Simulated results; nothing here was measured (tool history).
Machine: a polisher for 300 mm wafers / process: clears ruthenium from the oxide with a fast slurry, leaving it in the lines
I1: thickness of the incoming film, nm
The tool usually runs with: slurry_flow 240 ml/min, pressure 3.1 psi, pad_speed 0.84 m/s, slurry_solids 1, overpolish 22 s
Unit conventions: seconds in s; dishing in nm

{"run": 1, "hour": 0.0, "slurry_flow": 240, "pressure": 3.1, "pad_speed": 0.84, "slurry_solids": 1, "overpolish": 17, "I1": 117.7, "seconds": 31.2, "dishing": 49}
{"run": 2, "hour": 47.8, "slurry_flow": 240, "pressure": 3.1, "pad_speed": 0.84, "slurry_solids": 1, "overpolish": 17, "I1": 121.2, "seconds": 31.2, "dishing": 50.1}
{"hour": 74.5, "done": "slurry blender recalibrated"}
{"hour": 98.4, "done": "slurry nozzle cleaned"}
{"run": 3, "hour": 98.9, "slurry_flow": 240, "pressure": 3.1, "pad_speed": 0.84, "slurry_solids": 1, "overpolish": 17, "I1": 119.1, "seconds": 31.4, "dishing": 48.8}
{"hour": 118.2, "done": "worn pad replaced by a new one"}
{"run": 4, "hour": 138.3, "slurry_flow": 240, "pressure": 3.1, "pad_speed": 0.84, "slurry_solids": 1, "overpolish": 22, "I1": 121.3, "seconds": 31.4, "dishing": 62}
{"run": 5, "hour": 166.4, "slurry_flow": 240, "pressure": 3.1, "pad_speed": 0.84, "slurry_solids": 1, "overpolish": 22, "I1": 120.2, "seconds": 31.7, "dishing": 58}
{"run": 6, "hour": 231.1, "slurry_flow": 240, "pressure": 3.1, "pad_speed": 0.84, "slurry_solids": 1, "overpolish": 22, "I1": 120.4, "seconds": 31.8, "dishing": 57.7}
{"hour": 379.3, "done": "slurry nozzle cleaned"}
{"run": 7, "hour": 388.7, "slurry_flow": 310, "pressure": 3.1, "pad_speed": 0.84, "slurry_solids": 1, "overpolish": 22, "I1": 119.8, "seconds": 31, "dishing": 62.4}
{"hour": 395.8, "done": "worn pad replaced by a new one"}
{"run": 8, "hour": 434.7, "slurry_flow": 310, "pressure": 3.1, "pad_speed": 0.84, "slurry_solids": 1, "overpolish": 22, "I1": 117.2, "seconds": 30.8, "dishing": 59.2}
{"run": 9, "hour": 488.6, "slurry_flow": 240, "pressure": 3.1, "pad_speed": 0.84, "slurry_solids": 0.8, "overpolish": 22, "I1": 122.5, "seconds": 38.7, "dishing": 53.6}
{"run": 10, "hour": 538.8, "slurry_flow": 240, "pressure": 3.1, "pad_speed": 0.84, "slurry_solids": 0.8, "overpolish": 22, "I1": 120, "seconds": 37.5, "dishing": 51.4}
{"hour": 563.9, "done": "slurry blender recalibrated"}
{"run": 11, "hour": 571.3, "slurry_flow": 240, "pressure": 3.1, "pad_speed": 0.84, "slurry_solids": 0.8, "overpolish": 22, "I1": 121.3, "seconds": 39.2, "dishing": 50.1}
{"hour": 615.9, "done": "worn pad replaced by a new one"}
{"run": 12, "hour": 616.5, "slurry_flow": 290, "pressure": 2.8, "pad_speed": 0.84, "slurry_solids": 0.85, "overpolish": 12, "I1": 119.6, "seconds": 38.6, "dishing": 29.3}
{"hour": 619.6, "done": "head pressure recalibrated"}
{"run": 13, "hour": 645.9, "slurry_flow": 240, "pressure": 3.1, "pad_speed": 0.84, "slurry_solids": 1, "overpolish": 22, "I1": 118.3, "seconds": 31.3, "dishing": 60}
{"hour": 659.2, "done": "slurry nozzle cleaned"}
{"run": 14, "hour": 715.6, "slurry_flow": 240, "pressure": 3.1, "pad_speed": 0.84, "slurry_solids": 1, "overpolish": 22, "I1": 117.8, "seconds": 31.4, "dishing": 57.9}
{"run": 15, "hour": 778.5, "slurry_flow": 240, "pressure": 3.1, "pad_speed": 0.64, "slurry_solids": 1, "overpolish": 22, "I1": 120.5, "seconds": 41.6, "dishing": 47.7}
{"run": 16, "hour": 823.9, "slurry_flow": 240, "pressure": 3.1, "pad_speed": 0.84, "slurry_solids": 1.25, "overpolish": 22, "I1": 117.2, "seconds": 28.5, "dishing": 63.6}
{"run": 17, "hour": 863.3, "slurry_flow": 240, "pressure": 3.1, "pad_speed": 0.84, "slurry_solids": 1, "overpolish": 22, "I1": 120, "seconds": 32.5, "dishing": 60.1}
{"hour": 898.6, "done": "worn pad replaced by a new one"}
{"run": 18, "hour": 909.7, "slurry_flow": 210, "pressure": 3.1, "pad_speed": 0.66, "slurry_solids": 0.8, "overpolish": 22, "I1": 120.7, "seconds": 48.6, "dishing": 42.3}
{"hour": 916.2, "done": "slurry nozzle cleaned"}
{"run": 19, "hour": 958.1, "slurry_flow": 240, "pressure": 3.1, "pad_speed": 0.84, "slurry_solids": 0.8, "overpolish": 22, "I1": 121.5, "seconds": 38.2, "dishing": 50.6}
{"hour": 1033.4, "done": "slurry blender recalibrated"}
{"hour": 1151.2, "done": "slurry nozzle cleaned"}
{"hour": 1156.2, "done": "worn pad replaced by a new one"}
{"run": 20, "hour": 1161.5, "slurry_flow": 310, "pressure": 3.7, "pad_speed": 0.84, "slurry_solids": 0.9, "overpolish": 22, "I1": 120.7, "seconds": 29.5, "dishing": 64}
{"run": 21, "hour": 1201.7, "slurry_flow": 205, "pressure": 2.8, "pad_speed": 0.84, "slurry_solids": 1, "overpolish": 22, "I1": 121.7, "seconds": 38.9, "dishing": 49.8}
{"run": 22, "hour": 1247.2, "slurry_flow": 320, "pressure": 3.1, "pad_speed": 0.84, "slurry_solids": 1.25, "overpolish": 22, "I1": 120.9, "seconds": 30.1, "dishing": 62.3}

Per-run results on a tool with no hidden state, each run keeping its own random variation:
The tool's hidden condition here consists of: removal rate lost through wear of the pad, %; slurry flow missing at the pad, %; deviation of the head's pressure from its setpoint, %; abrasive missing from the slurry, %.
run=1 seconds=31.4 dishing=48.7
run=2 seconds=31.3 dishing=49.8
run=3 seconds=31.5 dishing=48.7
run=4 seconds=31.4 dishing=61.9
run=5 seconds=31.7 dishing=58
run=6 seconds=31.7 dishing=58
run=7 seconds=30.4 dishing=63.5
run=8 seconds=30 dishing=60.6
run=9 seconds=37.4 dishing=55.2
run=10 seconds=35.9 dishing=53.3
run=11 seconds=37.3 dishing=52.2
run=12 seconds=36.5 dishing=30.9
run=13 seconds=30.9 dishing=60.7
run=14 seconds=30.9 dishing=58.6
run=15 seconds=40.9 dishing=48.4
run=16 seconds=28 dishing=64.6
run=17 seconds=31.8 dishing=61.2
run=18 seconds=47.5 dishing=43.3
run=19 seconds=37.1 dishing=51.8
run=20 seconds=28 dishing=66.7
run=21 seconds=36.7 dishing=52.4
run=22 seconds=28.1 dishing=65.7
